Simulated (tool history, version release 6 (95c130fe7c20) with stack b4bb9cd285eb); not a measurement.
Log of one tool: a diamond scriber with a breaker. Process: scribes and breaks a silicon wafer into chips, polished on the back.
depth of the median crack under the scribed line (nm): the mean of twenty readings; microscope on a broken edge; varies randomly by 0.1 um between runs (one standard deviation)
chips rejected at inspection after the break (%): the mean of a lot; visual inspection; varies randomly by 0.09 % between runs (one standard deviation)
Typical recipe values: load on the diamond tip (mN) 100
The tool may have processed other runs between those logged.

run    day  load on the diamond tip (mN)  wafers since the last listed run  hours since the diamond tip was replaced  hours since the load on the tip was calibrated  incoming depth of the damage left on the back of the incoming wafer, um  depth of the median crack under the scribed line (nm)  chips rejected at inspection after the break (%)
  1      0                           110                                 0                                     426.7                                           244.9                                                                     0.01                                                  11570                                              2.25
  2  0.388                           110                                26                                       436                                           254.2                                                                     0.02                                                  11530                                              2.29
  3  0.767                           100                                25                                     445.1                                           263.3                                                                     0.04                                                  10880                                              4.91
  4  1.496                           107                                49                                     462.6                                           280.8                                                                     0.04                                                  11450                                              2.97
  5  2.108                           107                                41                                     477.3                                           295.5                                                                     0.03                                                  11050                                              3.01
  6  2.696                           107                                40                                     491.4                                           309.6                                                                     0.04                                                  11260                                              3.34
  7  3.367                            87                                45                                     507.5                                           325.7                                                                     0.02                                                   9780                                             13.79
  8  3.979                           100                                41                                     522.2                                           340.4                                                                     0.01                                                  10650                                              6.28
  9  4.517                           119                                36                                     535.1                                           353.3                                                                     0.02                                                  11910                                              1.66
 10  4.992                           125                                32                                     546.5                                           364.7                                                                     0.03                                                  12170                                              1.44
     5.183  -- load on the tip recalibrated
 11  5.571                            78                                33                                     560.4                                             9.3                                                                     0.01                                                   8950                                             23.68
 12  5.975                           128                                27                                     570.1                                              19                                                                     0.03                                                  12380                                              1.63
     6.292  -- diamond tip replaced by a new one
 13  6.638                           100                                39                                       8.3                                            34.9                                                                     0.03                                                  11790                                              1.65
 14  7.183                           100                                37                                      21.4                                              48                                                                     0.04                                                  11980                                              1.85

What will run 15 give?
 15  7.875                            79                                47                                        38                                            64.6                                                                     0.01                                                      ?                                                 ?

Run 15 came out at depth of the median crack under the scribed line (nm) 10150, chips rejected at inspection after the break (%) 10.61.
Without the tool's hidden state the same run would have given depth of the median crack under the scribed line (nm) 10480, chips rejected at inspection after the break (%) 7.83.

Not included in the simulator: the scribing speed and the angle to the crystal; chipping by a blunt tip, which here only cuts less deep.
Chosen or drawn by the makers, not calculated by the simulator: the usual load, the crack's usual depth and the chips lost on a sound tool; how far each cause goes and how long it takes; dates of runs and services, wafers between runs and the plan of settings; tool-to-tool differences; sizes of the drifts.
